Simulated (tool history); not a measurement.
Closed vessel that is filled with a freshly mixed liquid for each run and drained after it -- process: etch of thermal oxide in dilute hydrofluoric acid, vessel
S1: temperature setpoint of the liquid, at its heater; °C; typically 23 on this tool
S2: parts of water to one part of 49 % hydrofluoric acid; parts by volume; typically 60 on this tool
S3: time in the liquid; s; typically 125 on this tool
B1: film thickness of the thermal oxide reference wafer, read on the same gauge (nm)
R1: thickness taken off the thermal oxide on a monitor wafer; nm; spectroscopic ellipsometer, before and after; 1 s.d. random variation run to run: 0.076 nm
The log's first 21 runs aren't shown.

run,hour,S1,S2,S3,B1,R1
22,636.6,19,45,175,120,16.45
23,662.9,23,30,70,119.99,11.83
24,680.7,23,60,185,119.97,15.12
25,715.4,23,60,125,120,10.12
26,739.6,23,85,125,120,6.98
27,773.9,23,50,125,120.03,12.49
28,803.9,21,60,90,120,6.7
29,829.4,18,60,125,119.96,8.41
30,846.9,27,35,180,120.02,30.98
31,860.2,23,60,175,119.99,14.3
32,887.2,23,60,125,120.01,10.34
33,917.5,23,60,95,119.99,7.84
34,947.1,23,60,125,119.95,10.38

What if the next run were any one of these 4? Each begins from the tool's condition after run 34:
A,947.8,23,60,125,?,?
B,947.8,27,35,190,?,?
C,947.8,20.5,60,125,?,?
D,947.8,23,70,180,?,?

run,B1,R1
A,119.98,10.39
B,119.98,32.96
C,119.98,9.36
D,119.98,12.66
What these runs would have given with no unlogged condition in the tool:
run,R1
A,10.03
B,31.84
C,9.04
D,12.22
